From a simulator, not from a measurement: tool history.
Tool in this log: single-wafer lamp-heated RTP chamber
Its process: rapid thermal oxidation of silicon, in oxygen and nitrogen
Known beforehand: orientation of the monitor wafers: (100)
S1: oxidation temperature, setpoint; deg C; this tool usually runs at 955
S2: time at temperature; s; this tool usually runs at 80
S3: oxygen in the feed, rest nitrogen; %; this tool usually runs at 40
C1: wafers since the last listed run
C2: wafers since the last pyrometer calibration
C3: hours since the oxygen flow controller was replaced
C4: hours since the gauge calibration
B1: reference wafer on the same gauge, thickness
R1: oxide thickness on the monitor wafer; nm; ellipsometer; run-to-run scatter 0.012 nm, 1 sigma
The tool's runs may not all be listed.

run	hour	S1	S2	S3	C1	C2	C3	C4	B1	R1
1	0	955	80	40	0	303	4477.3	194.6	3.531	3.64
2	13	955	80	40	218	521	4490.3	207.6	3.536	3.638
3	21.2	955	80	40	137	659	4498.5	215.8	3.532	3.644
4	34.3	955	80	47	219	878	4511.6	228.9	3.527	3.834
5	50.3	955	80	47	268	1147	4527.6	244.9	3.535	3.816
6	68.2	955	91	40	300	1447	4545.5	262.8	3.53	3.865
# hour 96.7: gauge calibrated
7	101.6	955	80	40	560	2007	4578.9	4.9	3.532	3.661
8	111.9	955	80	40	172	2180	4589.2	15.2	3.53	3.696
9	120.6	943	48	40	145	2326	4597.9	23.9	3.534	2.925
# hour 164.8: oxygen flow controller replaced
10	167.4	926	80	40	650	2977	2.6	70.7	3.531	3.17
11	173.4	944	97	55	100	3077	8.6	76.7	3.534	4.125
# hour 182.9: pyrometer window cleaned and pyrometer calibrated
12	183.4	955	80	22	33	8	18.6	86.7	3.526	3.174
13	189	955	80	40	93	102	24.2	92.3	3.532	3.62
14	223.8	955	80	40	583	686	59	127.1	3.532	3.646
15	237	933	80	49	221	907	72.2	140.3	3.535	3.356
16	253.3	928	61	69	273	1180	88.5	156.6	3.53	3.259
17	269.6	955	80	40	273	1454	104.8	172.9	3.533	3.675

Below, some changes in R1 between adjacent runs. For each, the amount present without the hidden state too (settings, incoming material, random variation) and the amount remaining for the hidden state with gauge scatter not shared by both compared results:
The tool's hidden condition here consists of: true wafer temperature minus pyrometer reading, K; deviation of the oxygen flow from its setpoint, %; gauge reads high (%).
Run 10 -> 11: S1 926 -> 944, S2 80 -> 97, S3 40 -> 55. R1 +0.955 nm: hidden state +0.058, all else +0.897.
Run 11 -> 12: S1 944 -> 955, S2 97 -> 80, S3 55 -> 22, pyrometer window cleaned and pyrometer calibrated. R1 -0.951 nm: hidden state -0.123, all else -0.828.
